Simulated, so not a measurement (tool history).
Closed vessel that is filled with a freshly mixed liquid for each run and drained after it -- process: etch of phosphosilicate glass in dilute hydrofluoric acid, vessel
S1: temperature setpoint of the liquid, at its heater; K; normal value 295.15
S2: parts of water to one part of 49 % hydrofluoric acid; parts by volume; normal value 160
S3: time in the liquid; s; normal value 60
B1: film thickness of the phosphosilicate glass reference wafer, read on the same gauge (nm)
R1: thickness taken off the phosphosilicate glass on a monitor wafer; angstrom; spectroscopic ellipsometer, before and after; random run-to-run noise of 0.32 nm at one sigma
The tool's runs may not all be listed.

{"run": 1, "day": 0.0, "S1": 295.15, "S2": 160, "S3": 60, "B1": 149.98, "R1": 359.5}
{"run": 2, "day": 2.696, "S1": 295.15, "S2": 160, "S3": 60, "B1": 150, "R1": 357.7}
{"run": 3, "day": 4.662, "S1": 295.15, "S2": 160, "S3": 60, "B1": 150, "R1": 351.9}
{"run": 4, "day": 5.696, "S1": 295.15, "S2": 160, "S3": 60, "B1": 150.01, "R1": 354.7}
{"run": 5, "day": 8.508, "S1": 295.15, "S2": 160, "S3": 60, "B1": 150, "R1": 349.3}
{"run": 6, "day": 9.85, "S1": 295.15, "S2": 160, "S3": 60, "B1": 149.98, "R1": 357.4}
{"run": 7, "day": 14.788, "S1": 295.15, "S2": 160, "S3": 60, "B1": 149.99, "R1": 345.9}
{"day": 15.992, "done": "thermometer replaced"}
{"run": 8, "day": 16.867, "S1": 292.65, "S2": 160, "S3": 60, "B1": 149.99, "R1": 315.2}
{"run": 9, "day": 18.283, "S1": 295.15, "S2": 160, "S3": 60, "B1": 149.98, "R1": 344.9}
{"run": 10, "day": 19.875, "S1": 295.15, "S2": 160, "S3": 45, "B1": 150.02, "R1": 255.7}
{"run": 11, "day": 22.275, "S1": 295.15, "S2": 160, "S3": 60, "B1": 150, "R1": 346.7}
{"day": 24.388, "done": "hydrofluoric acid flow meter replaced"}
{"run": 12, "day": 24.721, "S1": 299.65, "S2": 160, "S3": 45, "B1": 150.01, "R1": 351.6}
{"day": 26.592, "done": "gauge calibrated"}
{"run": 13, "day": 27.396, "S1": 292.15, "S2": 160, "S3": 60, "B1": 150, "R1": 349.5}
{"run": 14, "day": 30.05, "S1": 295.15, "S2": 160, "S3": 60, "B1": 150, "R1": 387.9}
{"run": 15, "day": 32.346, "S1": 295.15, "S2": 125, "S3": 40, "B1": 150.01, "R1": 338.7}
{"run": 16, "day": 33.388, "S1": 299.65, "S2": 195, "S3": 45, "B1": 149.99, "R1": 270.2}
{"run": 17, "day": 36.15, "S1": 293.65, "S2": 220, "S3": 60, "B1": 149.99, "R1": 251.4}

The logged runs with the hidden state left out (each run's random variation unchanged):
The tool's hidden condition here consists of: liquid colder than its thermometer reads (K); hydrofluoric acid flow below the setpoint (%); gauge reads high (%).
run=1 R1=394.2
run=2 R1=394.5
run=3 R1=389.7
run=4 R1=393.6
run=5 R1=390.1
run=6 R1=400.2
run=7 R1=391.6
run=8 R1=358
run=9 R1=393.4
run=10 R1=292.7
run=11 R1=398.9
run=12 R1=354
run=13 R1=353.6
run=14 R1=394.6
run=15 R1=345.9
run=16 R1=276.9
run=17 R1=259.1
